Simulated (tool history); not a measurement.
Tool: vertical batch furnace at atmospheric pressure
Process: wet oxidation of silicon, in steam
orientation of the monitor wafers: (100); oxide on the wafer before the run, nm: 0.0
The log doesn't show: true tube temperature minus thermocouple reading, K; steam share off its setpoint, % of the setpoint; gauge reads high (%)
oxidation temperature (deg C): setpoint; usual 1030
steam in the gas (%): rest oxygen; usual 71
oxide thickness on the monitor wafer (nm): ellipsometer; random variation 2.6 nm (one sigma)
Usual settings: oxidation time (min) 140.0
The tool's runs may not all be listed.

run	hour	oxidation temperature (deg C)	oxidation time (min)	steam in the gas (%)	wafers since the last listed run	hours since the last temperature calibration	hours since the steam generator was serviced	hours since the gauge calibration	read-back reference wafer on the same gauge, thickness	oxide thickness on the monitor wafer (nm)
1	0.0	1013	140.0	71	0	3271.2	3347.4	372.7	591.31	595.93
2	77.2	1013	140.0	71	1181	3348.4	3424.6	449.9	591.34	596.72
3	166.6	1030	120.5	71	1368	3437.8	3514.0	539.3	590.84	601.63
4	235.5	1030	120.5	71	1054	3506.7	3582.9	608.2	590.01	594.90
5	319.2	1042	140.0	71	1280	3590.4	3666.6	691.9	591.40	695.75
6	367.5	1042	140.0	71	739	3638.7	3714.9	740.2	590.82	694.30
7	427.4	1030	140.0	71	916	3698.6	3774.8	800.1	591.13	650.01
8	480.6	1030	140.0	74	814	3751.8	3828.0	853.3	590.62	666.96
# hour 569.4: steam generator serviced
9	569.9	1030	140.0	74	999	3841.1	0.5	942.6	591.55	707.69
# hour 634.2: thermocouples replaced and temperature profile calibrated
10	648.5	1030	91.0	71	835	14.3	79.1	1021.2	591.25	524.26
11	745.1	1012	196.5	71	1478	110.9	175.7	1117.8	591.03	767.69
12	844.4	1030	99.0	75	1519	210.2	275.0	1217.1	590.75	569.11
13	913.0	1055	159.5	61	1049	278.8	343.6	1285.7	591.21	757.35
14	957.3	1017	110.0	71	677	323.1	387.9	1330.0	590.67	545.45
15	1012.5	1024	196.0	71	844	378.3	443.1	1385.2	590.20	811.72
16	1110.8	1030	140.0	71	1504	476.6	541.4	1483.5	591.01	673.78
# hour 1169.9: gauge calibrated
17	1211.5	1030	140.0	71	1541	577.3	642.1	41.6	591.33	678.99
18	1287.4	1030	140.0	71	1161	653.2	718.0	117.5	591.29	670.80
19	1491.0	1030	107.0	67	3115	856.8	921.6	321.1	590.85	545.49
20	1538.0	1030	140.0	71	719	903.8	968.6	368.1	590.61	670.60
21	1594.8	1030	189.5	59	869	960.6	1025.4	424.9	591.26	715.01

Forecast each of these 5 alternatives for the next run:
A	1600.5	1030	140.0	71	87	966.3	1031.1	430.6	?	?
B	1600.5	1044	159.5	79	87	966.3	1031.1	430.6	?	?
C	1600.5	1030	140.0	62	87	966.3	1031.1	430.6	?	?
D	1600.5	1039	206.0	71	87	966.3	1031.1	430.6	?	?
E	1600.5	1009	140.0	65	87	966.3	1031.1	430.6	?	?

run	read-back reference wafer on the same gauge, thickness	oxide thickness on the monitor wafer (nm)
A	591.23	666.80
B	591.23	821.24
C	591.23	614.03
D	591.23	875.17
E	591.23	560.68
Without the tool's hidden state the same runs would have given:
run	oxide thickness on the monitor wafer (nm)
A	686.95
B	844.99
C	632.79
D	900.45
E	578.58
